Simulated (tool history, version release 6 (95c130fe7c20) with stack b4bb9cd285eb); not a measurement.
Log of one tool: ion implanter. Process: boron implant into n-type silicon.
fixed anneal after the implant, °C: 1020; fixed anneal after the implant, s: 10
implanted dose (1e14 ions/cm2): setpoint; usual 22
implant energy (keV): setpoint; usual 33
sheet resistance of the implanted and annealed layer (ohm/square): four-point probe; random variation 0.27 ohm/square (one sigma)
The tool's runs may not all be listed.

run	hour	implanted dose (1e14 ions/cm2)	implant energy (keV)	read-back reference wafer on the same gauge, sheet resistance	sheet resistance of the implanted and annealed layer (ohm/square)
1	0	22	33	57.54	64.72
2	92.2	25.77	40.5	57.55	56.44
3	169.7	25.77	40.5	57.56	56.65
4	250	22	30	57.69	66.16
5	331.3	22	27.5	57.55	67.62
6	437.5	22	27.5	57.61	68.04
7	486.4	22	27.5	57.5	67.26
8	557.1	22	33	57.61	65.69
9	649.1	22	33	57.64	65.69
10	746.9	22	33	57.66	65.68
11	787.1	22	33	57.63	65.09
12	841.7	22	33	57.63	65.74
13	942.7	22	33	57.6	65.91
# hour 990.7: Faraday cup replaced and dose calibrated
14	1035.6	22	33	57.5	64.03
15	1130.7	22	33	57.65	64.49
16	1206.8	22	33	57.58	64.98
17	1291.1	18.35	30.5	57.62	73.86
18	1378.3	22	33	57.51	65.12
19	1419.9	19.81	26.5	57.59	72.63
20	1499	22	33	57.62	64.8
21	1606.7	19.24	30	57.65	72.57
22	1676.3	22	27.5	57.55	67.38
23	1773.3	22	33	57.55	65.23
# hour 1776.1: gauge calibrated
24	1965.3	27.66	33	57.63	56.76
# hour 1978.7: extraction supply calibrated
25	2073.2	28.15	29	57.59	57.7
26	2169.9	22	33	57.66	65.28
# hour 2208.3: Faraday cup replaced and dose calibrated
27	2249.2	16.05	33	57.62	81.32
28	2353.7	27.8	37.5	57.59	54.34
29	2399.6	19.27	33	57.57	71.21
30	2464.6	16.32	23	57.63	83.84
31	2542.5	25.02	25.5	57.64	64.07
32	2621	24.37	22	57.56	67.33
33	2662.4	16.66	22.5	57.68	84.02
34	2766.2	18.46	27	57.72	75.52
35	3068.7	18.14	37	57.58	74.1
# hour 3256.1: Faraday cup replaced and dose calibrated
36	3357.2	22	43	57.46	61.91
37	3426.7	19.9	37.5	57.66	68.17
38	3509.9	24.19	33	57.65	61.38

The tool's hidden state at each run:
deviation of the true energy from its setpoint, %: 0 in every run
gauge reads high (%): 0 in every run
H1: deviation of the true dose from the Faraday cup's reading, %
run	H1
1	-0.576
2	-1.15
3	-1.54
4	-1.85
5	-2.11
6	-2.36
7	-2.46
8	-2.57
9	-2.69
10	-2.79
11	-2.82
12	-2.86
13	-2.92
14	-0.13
15	-0.727
16	-1.1
17	-1.43
18	-1.7
19	-1.81
20	-1.98
21	-2.16
22	-2.25
23	-2.35
24	-2.48
25	-2.53
26	-2.56
27	-0.501
28	-1.16
29	-1.39
30	-1.67
31	-1.95
32	-2.17
33	-2.27
34	-2.47
35	-2.81
36	-0.907
37	-1.29
38	-1.66
